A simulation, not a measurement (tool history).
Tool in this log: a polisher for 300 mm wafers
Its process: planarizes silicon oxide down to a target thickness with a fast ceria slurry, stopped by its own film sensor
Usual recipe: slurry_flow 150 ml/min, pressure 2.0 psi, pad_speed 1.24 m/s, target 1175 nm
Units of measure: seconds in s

run   hour  slurry_flow  pressure  pad_speed  target  wafers since the last listed run  wafers polished on this pad  hours since the slurry nozzle was cleaned  hours since the head pressure was calibrated  incoming thickness of the incoming film, nm  seconds
  1    0.0          140       2.0       1.24    1175                                 0                          418                                      252.2                                        1237.6                                       2012.6     58.0
  2   29.3          140       2.0       1.24    1175                               258                          677                                      281.5                                        1266.9                                       2033.0     62.4
  3   56.8          150       2.0       1.24    1175                               242                          920                                      309.0                                        1294.4                                       2008.5     60.8
  4   90.1          150       2.0       1.24    1175                               293                         1213                                      342.3                                        1327.7                                       2008.8     62.3
  5  119.7          150       2.0       1.24    1175                               261                         1474                                      371.9                                        1357.3                                       2048.2     67.3
  6  148.2          150       2.0       1.24    1175                               251                         1726                                      400.4                                        1385.8                                       2031.2     67.2
     155.3  -- worn pad replaced by a new one
  7  170.4          150       2.0       1.24    1175                               160                          133                                      422.6                                        1408.0                                       2009.6     54.6
  8  191.0          150       2.0       1.24    1175                               181                          315                                      443.2                                        1428.6                                       2006.7     55.7
  9  203.2          150       2.0       1.24    1175                               107                          422                                      455.4                                        1440.8                                       2049.0     59.5
 10  219.3          150       2.0       1.24    1175                               142                          564                                      471.5                                        1456.9                                       2030.9     59.3
 11  237.9          150       2.0       1.24    1175                               164                          728                                      490.1                                        1475.5                                       2022.9     59.1
 12  259.6          150       2.0       1.24    1175                               191                          920                                      511.8                                        1497.2                                       2053.6     63.0
     269.0  -- head pressure recalibrated
     287.6  -- slurry nozzle cleaned
 13  295.4          150       2.0       1.24    1175                               289                         1209                                        7.8                                          26.4                                       2075.3     58.6
 14  308.9          150       2.0       1.24    1175                               119                         1328                                       21.3                                          39.9                                       2070.8     62.1
 15  340.9          150       2.0       1.24    1175                               282                         1610                                       53.3                                          71.9                                       2035.7     61.1
 16  364.7          150       2.0       0.98    1175                               209                         1820                                       77.1                                          95.7                                       1992.9     73.1
     372.8  -- worn pad replaced by a new one
 17  394.4          200       1.5       1.00    1312                               226                          190                                      106.8                                         125.4                                       2047.8     68.6
 18  422.0          150       2.0       1.24    1175                               243                          433                                      134.4                                         153.0                                       2021.8     56.6
 19  443.6          175       2.0       0.92    1091                               190                          624                                      156.0                                         174.6                                       2052.0     84.2
 20  512.2          150       1.5       0.84    1175                               605                         1229                                      224.6                                         243.2                                       2035.7    112.9
 21  526.8          130       2.0       1.12    1373                               128                         1358                                      239.2                                         257.8                                       2021.1     53.8
 22  546.6          150       2.0       1.24    1175                               174                         1532                                      259.0                                         277.6                                       1999.0     60.2
 23  561.5          150       1.4       0.96    1175                               131                         1664                                      273.9                                         292.5                                       2007.0    104.0
 24  574.4          150       2.0       1.24    1175                               113                         1778                                      286.8                                         305.4                                       2041.9     64.5
     596.0  -- worn pad replaced by a new one
 25  610.1          130       2.0       1.24    1175                               279                          124                                      322.5                                         341.1                                       2042.9     55.9
 26  635.0          150       1.5       0.84     886                               219                          344                                      347.4                                         366.0                                       1988.4    136.6
 27  669.6          150       2.0       0.92    1377                               305                          649                                      382.0                                         400.6                                       2008.1     57.7
 28  693.1          150       2.0       1.24    1175                               207                          856                                      405.5                                         424.1                                       2036.5     58.3
 29  724.1          185       2.0       1.24    1046                               273                         1130                                      436.5                                         455.1                                       2020.6     67.3
 30  752.3          150       2.0       1.24    1175                               248                         1378                                      464.7                                         483.3                                       2030.7     60.5
 31  774.5          175       2.0       1.44    1175                               195                         1574                                      486.9                                         505.5                                       2024.4     52.2
 32  808.4          110       1.7       1.12    1031                               299                         1873                                      520.8                                         539.4                                       2031.0     99.3
     819.2  -- worn pad replaced by a new one
 33  820.5          150       2.0       1.24    1175                                71                           11                                      532.9                                         551.5                                       2006.6     54.9
 34  840.8          150       2.0       1.24    1175                               179                          190                                      553.2                                         571.8                                       2031.0     57.3
 35  864.7          175       2.6       0.90    1175                               210                          401                                      577.1                                         595.7                                       2032.9     62.4
 36  900.3          150       2.0       0.90    1175                               314                          715                                      612.7                                         631.3                                       2035.9     84.5

5 options for the next run, each taken on its own from the tool as it stands now. Forecast them:
  A  900.7          115       2.0       1.24    1175                                 3                          719                                      613.1                                         631.7                                       2063.4        ?
  B  900.7          190       2.0       1.24    1175                                 3                          719                                      613.1                                         631.7                                       2063.4        ?
  C  900.7          150       2.6       1.24    1175                                 3                          719                                      613.1                                         631.7                                       2063.4        ?
  D  900.7          130       2.5       1.24    1327                                 3                          719                                      613.1                                         631.7                                       2063.4        ?
  E  900.7          150       2.0       1.38     918                                 3                          719                                      613.1                                         631.7                                       2063.4        ?

run  seconds
  A     64.8
  B     59.2
  C     49.2
  D     43.3
  E     71.2
Without the tool's hidden state the same runs would have given:
run  seconds
  A     55.4
  B     50.7
  C     42.1
  D     37.1
  E     60.9
